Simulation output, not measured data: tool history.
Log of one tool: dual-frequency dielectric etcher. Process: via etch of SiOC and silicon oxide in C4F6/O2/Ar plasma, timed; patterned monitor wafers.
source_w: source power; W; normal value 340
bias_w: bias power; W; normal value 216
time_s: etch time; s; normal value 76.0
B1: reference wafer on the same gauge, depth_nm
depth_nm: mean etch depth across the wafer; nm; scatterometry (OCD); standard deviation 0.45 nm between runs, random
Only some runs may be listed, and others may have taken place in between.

run 1 hour=0.0 | source_w=340 bias_w=216 time_s=76.0 | B1=97.2 | depth_nm=85.4
run 2 hour=26.7 | source_w=340 bias_w=216 time_s=76.0 | B1=97.1 | depth_nm=85.3
run 3 hour=62.1 | source_w=340 bias_w=216 time_s=76.0 | B1=97.3 | depth_nm=85.4
run 4 hour=89.7 | source_w=340 bias_w=216 time_s=76.0 | B1=97.2 | depth_nm=84.1
run 5 hour=107.5 | source_w=340 bias_w=216 time_s=63.5 | B1=97.2 | depth_nm=71.1
run 6 hour=129.1 | source_w=340 bias_w=216 time_s=63.5 | B1=97.2 | depth_nm=70.4
run 7 hour=159.1 | source_w=340 bias_w=216 time_s=63.5 | B1=97.1 | depth_nm=70.2
run 8 hour=187.4 | source_w=340 bias_w=216 time_s=76.0 | B1=97.1 | depth_nm=84.1
run 9 hour=210.6 | source_w=340 bias_w=244 time_s=58.5 | B1=97.3 | depth_nm=68.0
run 10 hour=224.2 | source_w=340 bias_w=244 time_s=58.5 | B1=97.0 | depth_nm=67.9
run 11 hour=243.9 | source_w=340 bias_w=244 time_s=58.5 | B1=97.2 | depth_nm=68.7
-- hour=254.1 gauge calibrated
run 12 hour=263.0 | source_w=340 bias_w=191 time_s=76.0 | B1=97.2 | depth_nm=78.9
run 13 hour=291.6 | source_w=340 bias_w=191 time_s=76.0 | B1=97.2 | depth_nm=78.8
run 14 hour=315.4 | source_w=340 bias_w=216 time_s=76.0 | B1=97.2 | depth_nm=82.4
run 15 hour=342.0 | source_w=340 bias_w=216 time_s=85.5 | B1=97.2 | depth_nm=93.0
run 16 hour=363.0 | source_w=390 bias_w=216 time_s=83.5 | B1=97.2 | depth_nm=98.1
-- hour=383.2 source power generator calibrated
run 17 hour=393.8 | source_w=340 bias_w=216 time_s=76.0 | B1=97.2 | depth_nm=82.8
-- hour=427.1 wet clean of the chamber
run 18 hour=427.6 | source_w=260 bias_w=168 time_s=61.5 | B1=97.2 | depth_nm=53.6
run 19 hour=455.7 | source_w=370 bias_w=216 time_s=65.5 | B1=97.2 | depth_nm=77.3
run 20 hour=477.3 | source_w=410 bias_w=193 time_s=70.0 | B1=97.1 | depth_nm=82.8
-- hour=499.9 bias power generator calibrated
run 21 hour=500.4 | source_w=260 bias_w=216 time_s=55.0 | B1=97.2 | depth_nm=53.3
-- hour=527.8 upper electrode replaced
run 22 hour=528.3 | source_w=390 bias_w=216 time_s=83.5 | B1=97.2 | depth_nm=101.0
run 23 hour=549.5 | source_w=340 bias_w=169 time_s=67.5 | B1=97.1 | depth_nm=67.4
run 24 hour=584.1 | source_w=340 bias_w=171 time_s=62.5 | B1=97.3 | depth_nm=62.5
run 25 hour=612.5 | source_w=360 bias_w=216 time_s=76.0 | B1=97.1 | depth_nm=87.7
run 26 hour=624.9 | source_w=340 bias_w=216 time_s=76.0 | B1=97.3 | depth_nm=83.6
run 27 hour=660.7 | source_w=300 bias_w=257 time_s=62.5 | B1=97.3 | depth_nm=70.1
run 28 hour=673.2 | source_w=360 bias_w=216 time_s=76.0 | B1=97.3 | depth_nm=86.9
run 29 hour=686.9 | source_w=300 bias_w=244 time_s=59.0 | B1=97.1 | depth_nm=64.7
run 30 hour=711.7 | source_w=260 bias_w=168 time_s=61.5 | B1=97.2 | depth_nm=51.4

Each row is a separate what-if for the run after 30, all from the same tool condition, not one after another. Results?
-- hour=712.0 gauge calibrated
run A hour=712.1 | source_w=300 bias_w=216 time_s=76.0 | B1=? | depth_nm=?
-- hour=712.0 gauge calibrated
run B hour=712.1 | source_w=420 bias_w=241 time_s=98.0 | B1=? | depth_nm=?
-- hour=712.0 gauge calibrated
run C hour=712.1 | source_w=380 bias_w=256 time_s=76.0 | B1=? | depth_nm=?
-- hour=712.0 gauge calibrated
run D hour=712.1 | source_w=270 bias_w=173 time_s=76.0 | B1=? | depth_nm=?

run=A B1=97.2 depth_nm=78.5
run=B B1=97.2 depth_nm=127.0
run=C B1=97.2 depth_nm=96.2
run=D B1=97.2 depth_nm=66.5
Take away the tool's hidden state, keep each run's random variation, and the runs would have read:
run=A depth_nm=81.0
run=B depth_nm=130.9
run=C depth_nm=99.2
run=D depth_nm=68.6
